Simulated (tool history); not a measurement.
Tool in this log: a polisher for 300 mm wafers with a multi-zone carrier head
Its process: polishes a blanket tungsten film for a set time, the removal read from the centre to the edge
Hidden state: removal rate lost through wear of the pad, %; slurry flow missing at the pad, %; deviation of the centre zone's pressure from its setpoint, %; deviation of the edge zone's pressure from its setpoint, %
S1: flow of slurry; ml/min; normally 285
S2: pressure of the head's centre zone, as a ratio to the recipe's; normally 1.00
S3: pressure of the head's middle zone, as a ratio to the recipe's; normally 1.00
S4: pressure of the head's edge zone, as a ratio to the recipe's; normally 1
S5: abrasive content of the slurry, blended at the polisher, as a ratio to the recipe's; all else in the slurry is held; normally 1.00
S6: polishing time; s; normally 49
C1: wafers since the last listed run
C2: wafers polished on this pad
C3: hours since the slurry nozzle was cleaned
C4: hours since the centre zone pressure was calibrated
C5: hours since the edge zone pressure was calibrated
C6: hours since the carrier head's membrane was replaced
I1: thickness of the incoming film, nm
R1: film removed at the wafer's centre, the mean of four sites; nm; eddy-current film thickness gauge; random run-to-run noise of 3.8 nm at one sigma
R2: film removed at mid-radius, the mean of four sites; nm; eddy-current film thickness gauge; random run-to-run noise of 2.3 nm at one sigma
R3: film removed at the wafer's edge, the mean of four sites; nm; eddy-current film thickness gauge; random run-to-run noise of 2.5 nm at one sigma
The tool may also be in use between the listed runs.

| run | hour | S1 | S2 | S3 | S4 | S5 | S6 | C1 | C2 | C3 | C4 | C5 | C6 | I1 | R1 | R2 | R3 |
|---|---|---|---|---|---|---|---|---|---|---|---|---|---|---|---|---|---|
| 1 | 0.0 | 285 | 1.08 | 1.04 | 1 | 1.25 | 65 | 0 | 260 | 150.7 | 1035.6 | 807.2 | 1730.8 | 888.1 | 444.5 | 432.7 | 421.5 |
|  | 8.2 | centre zone pressure recalibrated |
|  | 22.0 | edge zone pressure recalibrated |
| 2 | 43.9 | 285 | 0.92 | 0.90 | 1 | 1.00 | 54 | 332 | 593 | 194.6 | 35.7 | 21.9 | 1774.7 | 883.0 | 290.7 | 290.1 | 317.8 |
| 3 | 77.7 | 285 | 1.07 | 1.00 | 1 | 1.00 | 59 | 281 | 874 | 228.4 | 69.5 | 55.7 | 1808.5 | 875.4 | 360.1 | 335.1 | 340.3 |
| 4 | 113.4 | 285 | 1.00 | 1.00 | 1 | 1.15 | 49 | 297 | 1172 | 264.1 | 105.2 | 91.4 | 1844.2 | 879.0 | 288.9 | 293.3 | 289.0 |
| 5 | 152.5 | 285 | 0.92 | 1.00 | 1 | 1.00 | 49 | 325 | 1497 | 303.2 | 144.3 | 130.5 | 1883.3 | 889.1 | 257.7 | 273.2 | 278.2 |
| 6 | 211.6 | 285 | 1.00 | 1.00 | 1 | 1.00 | 49 | 492 | 1990 | 362.3 | 203.4 | 189.6 | 1942.4 | 865.3 | 262.8 | 266.8 | 275.8 |
|  | 263.7 | carrier head's membrane replaced by a new one |
|  | 319.5 | slurry nozzle cleaned |
| 7 | 366.6 | 285 | 1.00 | 1.00 | 1 | 1.00 | 49 | 1241 | 3231 | 47.1 | 358.4 | 344.6 | 102.9 | 874.8 | 262.7 | 266.0 | 267.9 |
|  | 414.6 | worn pad replaced by a new one |
| 8 | 434.2 | 285 | 1.00 | 1.07 | 1 | 0.90 | 49 | 529 | 163 | 114.7 | 426.0 | 412.2 | 170.5 | 884.8 | 281.9 | 298.0 | 287.8 |
| 9 | 475.6 | 285 | 1.04 | 0.90 | 1 | 1.10 | 49 | 344 | 508 | 156.1 | 467.4 | 453.6 | 211.9 | 869.0 | 307.1 | 266.7 | 297.4 |
| 10 | 505.3 | 285 | 1.00 | 1.00 | 1 | 1.00 | 49 | 247 | 755 | 185.8 | 497.1 | 483.3 | 241.6 | 881.9 | 277.0 | 280.9 | 288.1 |
| 11 | 560.0 | 200 | 1.00 | 1.00 | 1 | 1.00 | 49 | 455 | 1211 | 240.5 | 551.8 | 538.0 | 296.3 | 878.9 | 233.3 | 240.8 | 255.3 |
| 12 | 597.3 | 285 | 1.08 | 0.93 | 1 | 0.70 | 49 | 310 | 1521 | 277.8 | 589.1 | 575.3 | 333.6 | 873.3 | 255.9 | 228.4 | 245.4 |
| 13 | 640.1 | 285 | 1.07 | 1.00 | 1 | 1.00 | 59 | 356 | 1878 | 320.6 | 631.9 | 618.1 | 376.4 | 881.2 | 341.1 | 322.4 | 324.9 |
| 14 | 703.7 | 285 | 1.00 | 1.00 | 1 | 1.00 | 49 | 529 | 2408 | 384.2 | 695.5 | 681.7 | 440.0 | 865.8 | 269.5 | 267.9 | 271.1 |
| 15 | 737.0 | 190 | 1.00 | 1.09 | 1 | 1.25 | 63 | 277 | 2685 | 417.5 | 728.8 | 715.0 | 473.3 | 891.4 | 298.9 | 328.3 | 326.5 |

Predict the results of run 16:
| 16 | 795.4 | 210 | 1.04 | 0.89 | 1 | 1.00 | 49 | 486 | 3172 | 475.9 | 787.2 | 773.4 | 531.7 | 886.0 | ? | ? | ? |

R1: 244.8 nm
R2: 216.3 nm
R3: 247.0 nm
Without the tool's hidden state the same run would have given R1 283.2 nm, R2 250.2 nm, R3 285.7 nm.
